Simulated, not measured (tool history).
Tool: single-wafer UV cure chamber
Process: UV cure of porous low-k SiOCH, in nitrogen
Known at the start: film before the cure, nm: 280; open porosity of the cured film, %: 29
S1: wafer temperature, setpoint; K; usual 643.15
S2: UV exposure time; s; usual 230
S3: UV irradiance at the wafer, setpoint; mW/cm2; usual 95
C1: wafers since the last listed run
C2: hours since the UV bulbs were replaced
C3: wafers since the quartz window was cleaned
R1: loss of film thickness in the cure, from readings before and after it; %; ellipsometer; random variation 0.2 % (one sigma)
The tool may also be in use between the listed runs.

{"run": 1, "hour": 0.0, "S1": 643.15, "S2": 230, "S3": 95, "C1": 0, "C2": 2337.1, "C3": 1844, "R1": 12.062}
{"run": 2, "hour": 24.1, "S1": 643.15, "S2": 230, "S3": 95, "C1": 181, "C2": 2361.2, "C3": 2025, "R1": 11.741}
{"run": 3, "hour": 37.0, "S1": 643.15, "S2": 230, "S3": 74, "C1": 97, "C2": 2374.1, "C3": 2122, "R1": 10.829}
{"run": 4, "hour": 62.8, "S1": 643.15, "S2": 230, "S3": 74, "C1": 194, "C2": 2399.9, "C3": 2317, "R1": 10.8}
{"run": 5, "hour": 90.4, "S1": 643.15, "S2": 230, "S3": 74, "C1": 208, "C2": 2427.5, "C3": 2525, "R1": 10.519}
{"run": 6, "hour": 124.0, "S1": 643.15, "S2": 290, "S3": 95, "C1": 253, "C2": 2461.1, "C3": 2778, "R1": 13.103}
{"run": 7, "hour": 139.5, "S1": 643.15, "S2": 290, "S3": 95, "C1": 116, "C2": 2476.6, "C3": 2895, "R1": 13.108}
{"run": 8, "hour": 152.3, "S1": 643.15, "S2": 230, "S3": 95, "C1": 96, "C2": 2489.4, "C3": 2991, "R1": 11.781}
{"run": 9, "hour": 165.0, "S1": 643.15, "S2": 230, "S3": 95, "C1": 95, "C2": 2502.1, "C3": 3087, "R1": 12.054}
{"run": 10, "hour": 187.6, "S1": 643.15, "S2": 230, "S3": 95, "C1": 170, "C2": 2524.7, "C3": 3257, "R1": 12.097}
{"run": 11, "hour": 205.6, "S1": 643.15, "S2": 230, "S3": 82, "C1": 135, "C2": 2542.7, "C3": 3393, "R1": 11.214}
{"run": 12, "hour": 236.3, "S1": 643.15, "S2": 230, "S3": 82, "C1": 231, "C2": 2573.4, "C3": 3624, "R1": 10.929}
{"run": 13, "hour": 253.4, "S1": 643.15, "S2": 230, "S3": 95, "C1": 128, "C2": 2590.5, "C3": 3753, "R1": 11.964}
{"run": 14, "hour": 277.7, "S1": 643.15, "S2": 230, "S3": 95, "C1": 183, "C2": 2614.8, "C3": 3936, "R1": 11.791}
{"run": 15, "hour": 289.7, "S1": 643.15, "S2": 230, "S3": 85, "C1": 90, "C2": 2626.8, "C3": 4027, "R1": 11.427}
{"hour": 304.1, "done": "quartz window cleaned"}
{"run": 16, "hour": 304.6, "S1": 643.15, "S2": 230, "S3": 85, "C1": 52, "C2": 2641.7, "C3": 4, "R1": 11.176}
{"run": 17, "hour": 316.4, "S1": 643.15, "S2": 230, "S3": 85, "C1": 88, "C2": 2653.5, "C3": 92, "R1": 11.114}
{"run": 18, "hour": 337.3, "S1": 643.15, "S2": 270, "S3": 95, "C1": 157, "C2": 2674.4, "C3": 250, "R1": 12.402}
{"run": 19, "hour": 369.7, "S1": 643.15, "S2": 180, "S3": 95, "C1": 244, "C2": 2706.8, "C3": 494, "R1": 10.678}
{"run": 20, "hour": 391.8, "S1": 643.15, "S2": 230, "S3": 113, "C1": 166, "C2": 2728.9, "C3": 661, "R1": 12.765}
{"run": 21, "hour": 425.4, "S1": 643.15, "S2": 230, "S3": 95, "C1": 253, "C2": 2762.5, "C3": 914, "R1": 11.679}
{"run": 22, "hour": 439.7, "S1": 643.15, "S2": 230, "S3": 78, "C1": 107, "C2": 2776.8, "C3": 1022, "R1": 10.434}
{"run": 23, "hour": 470.4, "S1": 643.15, "S2": 270, "S3": 95, "C1": 231, "C2": 2807.5, "C3": 1253, "R1": 12.137}
{"run": 24, "hour": 496.9, "S1": 643.15, "S2": 285, "S3": 122, "C1": 199, "C2": 2834, "C3": 1453, "R1": 14.135}
{"run": 25, "hour": 528.9, "S1": 652.15, "S2": 360, "S3": 60, "C1": 241, "C2": 2866, "C3": 1694, "R1": 11.4}
{"hour": 638.5, "done": "UV bulbs replaced"}
{"run": 26, "hour": 639.0, "S1": 643.15, "S2": 230, "S3": 95, "C1": 769, "C2": 0.5, "C3": 2463, "R1": 10.025}
{"run": 27, "hour": 673.6, "S1": 643.15, "S2": 230, "S3": 126, "C1": 260, "C2": 35.1, "C3": 2724, "R1": 11.464}
{"run": 28, "hour": 763.4, "S1": 626.15, "S2": 230, "S3": 95, "C1": 676, "C2": 124.9, "C3": 3401, "R1": 9.919}
{"run": 29, "hour": 794.1, "S1": 643.15, "S2": 230, "S3": 95, "C1": 231, "C2": 155.6, "C3": 3632, "R1": 9.961}
{"run": 30, "hour": 816.4, "S1": 628.15, "S2": 230, "S3": 128, "C1": 168, "C2": 177.9, "C3": 3800, "R1": 11.161}
{"hour": 824.7, "done": "UV bulbs replaced, repeated, since the last time left the tool worse"}
{"run": 31, "hour": 838.6, "S1": 643.15, "S2": 230, "S3": 95, "C1": 107, "C2": 13.9, "C3": 3907, "R1": 13.404}
{"run": 32, "hour": 862.3, "S1": 643.15, "S2": 230, "S3": 95, "C1": 178, "C2": 37.6, "C3": 4086, "R1": 13.198}
{"run": 33, "hour": 886.8, "S1": 628.15, "S2": 230, "S3": 95, "C1": 184, "C2": 62.1, "C3": 4271, "R1": 12.633}
{"hour": 928.5, "done": "quartz window cleaned"}
{"run": 34, "hour": 945.4, "S1": 643.15, "S2": 230, "S3": 95, "C1": 381, "C2": 120.7, "C3": 127, "R1": 13.415}
{"run": 35, "hour": 957.7, "S1": 643.15, "S2": 230, "S3": 95, "C1": 92, "C2": 133, "C3": 220, "R1": 13.096}
{"run": 36, "hour": 973.5, "S1": 643.15, "S2": 230, "S3": 68, "C1": 119, "C2": 148.8, "C3": 339, "R1": 11.472}
{"run": 37, "hour": 990.9, "S1": 643.15, "S2": 170, "S3": 95, "C1": 131, "C2": 166.2, "C3": 470, "R1": 11.584}

Forecast each of these 4 alternatives for the next run:
{"run": "A", "hour": 991.3, "S1": 643.15, "S2": 230, "S3": 95, "C1": 3, "C2": 166.6, "C3": 473, "R1": "?"}
{"run": "B", "hour": 991.3, "S1": 636.15, "S2": 230, "S3": 74, "C1": 3, "C2": 166.6, "C3": 473, "R1": "?"}
{"run": "C", "hour": 991.3, "S1": 656.15, "S2": 315, "S3": 112, "C1": 3, "C2": 166.6, "C3": 473, "R1": "?"}
{"run": "D", "hour": 991.3, "S1": 643.15, "S2": 185, "S3": 62, "C1": 3, "C2": 166.6, "C3": 473, "R1": "?"}

run=A R1=13.18
run=B R1=11.785
run=C R1=15.941
run=D R1=10.009
Without the tool's hidden state the same runs would have given:
run=A R1=13.211
run=B R1=11.815
run=C R1=15.973
run=D R1=10.039
